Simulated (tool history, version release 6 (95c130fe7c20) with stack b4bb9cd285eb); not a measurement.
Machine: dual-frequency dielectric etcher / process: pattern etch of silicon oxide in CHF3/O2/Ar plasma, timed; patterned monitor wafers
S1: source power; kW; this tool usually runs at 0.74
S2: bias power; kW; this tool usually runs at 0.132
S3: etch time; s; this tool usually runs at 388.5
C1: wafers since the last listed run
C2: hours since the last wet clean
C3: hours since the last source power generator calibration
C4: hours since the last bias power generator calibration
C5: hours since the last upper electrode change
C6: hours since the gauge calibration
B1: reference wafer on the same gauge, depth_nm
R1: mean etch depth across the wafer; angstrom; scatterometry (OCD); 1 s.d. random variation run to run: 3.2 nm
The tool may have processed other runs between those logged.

run   hour    S1     S2     S3   C1     C2      C3      C4      C5     C6     B1    R1
  1      0  0.74  0.114  388.5    0   40.2  4144.2  3630.3    2157  399.4  732.1  7807
  2   46.6  0.74  0.114  388.5  121   86.8  4190.8  3676.9  2203.6    446  732.7  7811
  3  127.7  0.74  0.114  388.5  210  167.9  4271.9    3758  2284.7  527.1  733.7  7797
  4  220.2  0.74  0.132  388.5  240  260.4  4364.4  3850.5  2377.2  619.6  732.7  8331
  5  324.9  0.74  0.132  388.5  272  365.1  4469.1  3955.2  2481.9  724.3  731.4  8276
     339.1  -- bias power generator calibrated
  6  381.5  0.74  0.132  388.5  136  421.7  4525.7    42.4  2538.5  780.9  731.8  8269
     426.7  -- wet clean of the chamber
  7  427.2  0.74  0.132  388.5   56    0.5  4571.4    88.1  2584.2  826.6  731.5  8498
     480.4  -- gauge calibrated
  8  495.6  0.74  0.132    439  177   68.9  4639.8   156.5  2652.6   15.2  730.8  9546
     524.6  -- upper electrode replaced
     533.4  -- source power generator calibrated
  9  601.1  0.59  0.102  447.5  201  174.4    67.7     262    76.5  120.7  731.2  7792
 10  653.2  0.74  0.132  388.5  135  226.5   119.8   314.1   128.6  172.8  730.8  8368
 11  715.9  0.74  0.132  388.5  163  289.2   182.5   376.8   191.3  235.5  731.9  8212
 12  792.9  0.74  0.159  388.5  200  366.2   259.5   453.8   268.3  312.5  730.6  9024
     869.4  -- wet clean of the chamber
 13  891.9  0.74  0.132  388.5  195   22.5   358.5   552.8   367.3  411.5  731.6  8426
 14  958.1  0.65  0.107  388.5  172   88.7   424.7     619   433.5  477.7    733  7206

Branching from run 14: 3 alternative next runs. What would each branch give?
  A  958.6  0.74  0.162  388.5   1  89.2  425.2  619.5  434  478.2   ?   ?
  B  958.6   0.9  0.148  388.5   1  89.2  425.2  619.5  434  478.2   ?   ?
  C  958.6  0.68  0.121  388.5   1  89.2  425.2  619.5  434  478.2   ?   ?

run     B1    R1
  A  733.1  9178
  B  733.1  9427
  C  733.1  7718
The same runs, with their run-to-run variation unchanged, on a tool lacking any hidden condition would have given:
run    R1
  A  9271
  B  9522
  C  7796
